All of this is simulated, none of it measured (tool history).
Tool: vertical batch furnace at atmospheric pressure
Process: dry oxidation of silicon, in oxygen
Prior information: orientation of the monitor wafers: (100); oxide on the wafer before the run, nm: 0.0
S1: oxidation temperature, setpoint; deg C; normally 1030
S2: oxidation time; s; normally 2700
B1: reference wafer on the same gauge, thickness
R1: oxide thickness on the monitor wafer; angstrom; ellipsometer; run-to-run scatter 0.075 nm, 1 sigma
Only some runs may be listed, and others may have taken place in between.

{"run": 1, "hour": 0.0, "S1": 1030, "S2": 2700, "B1": 40.21, "R1": 500.9}
{"run": 2, "hour": 8.1, "S1": 1030, "S2": 2700, "B1": 40.19, "R1": 501.5}
{"run": 3, "hour": 30.8, "S1": 1030, "S2": 2700, "B1": 40.21, "R1": 502.5}
{"run": 4, "hour": 43.7, "S1": 1030, "S2": 2700, "B1": 40.19, "R1": 502.4}
{"hour": 89.8, "done": "thermocouples replaced and temperature profile calibrated"}
{"run": 5, "hour": 90.3, "S1": 1030, "S2": 2340, "B1": 40.19, "R1": 459.1}
{"run": 6, "hour": 95.7, "S1": 1030, "S2": 2340, "B1": 40.2, "R1": 458.2}
{"run": 7, "hour": 103.7, "S1": 1030, "S2": 1740, "B1": 40.18, "R1": 385.1}
{"run": 8, "hour": 124.4, "S1": 1030, "S2": 1740, "B1": 40.18, "R1": 384.8}
{"run": 9, "hour": 141.3, "S1": 1030, "S2": 2700, "B1": 40.2, "R1": 502.7}
{"run": 10, "hour": 164.0, "S1": 1030, "S2": 2700, "B1": 40.21, "R1": 502.7}
{"hour": 168.6, "done": "gauge calibrated"}
{"run": 11, "hour": 183.5, "S1": 1021, "S2": 2250, "B1": 40.19, "R1": 413}
{"hour": 210.0, "done": "boat lift adjusted"}
{"run": 12, "hour": 210.5, "S1": 1016, "S2": 2220, "B1": 40.2, "R1": 391.9}
{"run": 13, "hour": 215.9, "S1": 1030, "S2": 2700, "B1": 40.2, "R1": 503.6}
{"run": 14, "hour": 221.3, "S1": 1018, "S2": 1830, "B1": 40.2, "R1": 356.4}
{"run": 15, "hour": 233.2, "S1": 1022, "S2": 3330, "B1": 40.2, "R1": 534.6}
{"run": 16, "hour": 255.7, "S1": 1053, "S2": 1950, "B1": 40.21, "R1": 501.7}
{"run": 17, "hour": 272.9, "S1": 1007, "S2": 3330, "B1": 40.2, "R1": 463.9}

The tool's hidden state at each run:
true tube temperature minus thermocouple reading, K: 0 across all the runs
monitor wafer colder than the profiled boat position, K: 0 across all the runs
gauge reads high (%): 0 across all the runs
